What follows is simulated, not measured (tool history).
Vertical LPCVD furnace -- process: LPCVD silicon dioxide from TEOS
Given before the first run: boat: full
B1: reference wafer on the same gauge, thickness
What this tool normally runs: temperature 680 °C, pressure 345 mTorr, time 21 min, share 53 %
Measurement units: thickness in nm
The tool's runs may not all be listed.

{"run": 1, "hour": 0.0, "temperature": 680, "pressure": 345, "time": 21, "share": 53, "B1": 78.61, "thickness": 104.69}
{"run": 2, "hour": 15.3, "temperature": 680, "pressure": 345, "time": 25.5, "share": 53, "B1": 78.55, "thickness": 126.95}
{"run": 3, "hour": 30.8, "temperature": 680, "pressure": 345, "time": 25.5, "share": 53, "B1": 78.64, "thickness": 127.08}
{"run": 4, "hour": 40.6, "temperature": 680, "pressure": 345, "time": 21, "share": 60, "B1": 78.58, "thickness": 111.41}
{"run": 5, "hour": 48.1, "temperature": 680, "pressure": 345, "time": 21, "share": 60, "B1": 78.64, "thickness": 111.66}
{"run": 6, "hour": 58.4, "temperature": 680, "pressure": 345, "time": 21, "share": 53, "B1": 78.65, "thickness": 104.55}
{"run": 7, "hour": 94.5, "temperature": 680, "pressure": 345, "time": 21, "share": 53, "B1": 78.6, "thickness": 105}
{"run": 8, "hour": 98.8, "temperature": 683, "pressure": 345, "time": 21, "share": 57, "B1": 78.59, "thickness": 116.68}
{"run": 9, "hour": 111.1, "temperature": 680, "pressure": 345, "time": 21, "share": 53, "B1": 78.59, "thickness": 104.88}
{"run": 10, "hour": 142.7, "temperature": 680, "pressure": 345, "time": 21, "share": 53, "B1": 78.6, "thickness": 104.88}
{"run": 11, "hour": 209.7, "temperature": 680, "pressure": 345, "time": 21, "share": 53, "B1": 78.62, "thickness": 94.62}
{"run": 12, "hour": 214.1, "temperature": 680, "pressure": 345, "time": 21, "share": 53, "B1": 78.6, "thickness": 94.6}
{"run": 13, "hour": 218.4, "temperature": 683, "pressure": 345, "time": 27, "share": 45, "B1": 78.57, "thickness": 120.33}
{"run": 14, "hour": 222.7, "temperature": 680, "pressure": 345, "time": 21, "share": 53, "B1": 78.63, "thickness": 94.7}
{"run": 15, "hour": 227.4, "temperature": 680, "pressure": 345, "time": 21, "share": 46, "B1": 78.58, "thickness": 87.94}
{"run": 16, "hour": 238.1, "temperature": 671, "pressure": 345, "time": 15, "share": 45, "B1": 78.57, "thickness": 50.07}
{"run": 17, "hour": 249.3, "temperature": 688, "pressure": 345, "time": 21, "share": 59, "B1": 78.55, "thickness": 121.45}
{"run": 18, "hour": 259.6, "temperature": 685, "pressure": 345, "time": 21, "share": 53, "B1": 78.59, "thickness": 106.73}
{"run": 19, "hour": 270.9, "temperature": 680, "pressure": 345, "time": 21, "share": 53, "B1": 78.58, "thickness": 94.86}
{"run": 20, "hour": 297.8, "temperature": 680, "pressure": 420, "time": 21, "share": 49, "B1": 78.64, "thickness": 100.85}
{"run": 21, "hour": 308.3, "temperature": 680, "pressure": 385, "time": 21, "share": 53, "B1": 78.63, "thickness": 100.52}
{"run": 22, "hour": 323.6, "temperature": 675, "pressure": 285, "time": 21, "share": 56, "B1": 78.61, "thickness": 78.75}
{"run": 23, "hour": 333.4, "temperature": 680, "pressure": 345, "time": 25.5, "share": 53, "B1": 78.59, "thickness": 115.55}
{"run": 24, "hour": 347.1, "temperature": 680, "pressure": 345, "time": 21, "share": 53, "B1": 78.58, "thickness": 95.16}
{"run": 25, "hour": 364.7, "temperature": 670, "pressure": 345, "time": 17.5, "share": 53, "B1": 78.6, "thickness": 62.33}
{"run": 26, "hour": 384.2, "temperature": 680, "pressure": 270, "time": 21, "share": 53, "B1": 78.61, "thickness": 84.69}
{"run": 27, "hour": 392.5, "temperature": 672, "pressure": 380, "time": 21, "share": 48, "B1": 78.64, "thickness": 78.42}
{"run": 28, "hour": 410.4, "temperature": 680, "pressure": 345, "time": 21, "share": 53, "B1": 78.62, "thickness": 95.7}
{"run": 29, "hour": 438.5, "temperature": 680, "pressure": 345, "time": 21, "share": 53, "B1": 78.56, "thickness": 95.94}
{"run": 30, "hour": 452.6, "temperature": 691, "pressure": 345, "time": 21, "share": 53, "B1": 78.66, "thickness": 124.5}

Not shown here: 5 entries made in the log between runs. Locate each between two listed runs and compare the hidden state at the listed run before it with the hidden state at the listed run after it:
From run 2 to run 3: gauge calibrated (hour 26)
  both runs share identical hidden conditions
  measured less the result without the state, thickness: +12.45 -> +12.47 nm
From run 6 to run 7: TEOS flow controller replaced (hour 94)
  true tube temperature minus thermocouple reading, K: 4.28 -> 4.29
  measured less the result without the state, thickness: +10.27 -> +10.33 nm
From run 10 to run 11: thermocouples replaced and temperature profile calibrated (hour 209.2)
  true tube temperature minus thermocouple reading, K: 4.3 -> 0.00816
  measured less the result without the state, thickness: +10.34 -> +0.02 nm
From run 19 to run 20: pressure gauge zeroed (hour 297.3)
  true tube temperature minus thermocouple reading, K: 0.165 -> 0.232
  measured less the result without the state, thickness: +0.38 -> +0.57 nm
From run 22 to run 23: gauge calibrated (hour 326.7)
  true tube temperature minus thermocouple reading, K: 0.296 -> 0.32
  measured less the result without the state, thickness: +0.57 -> +0.89 nm
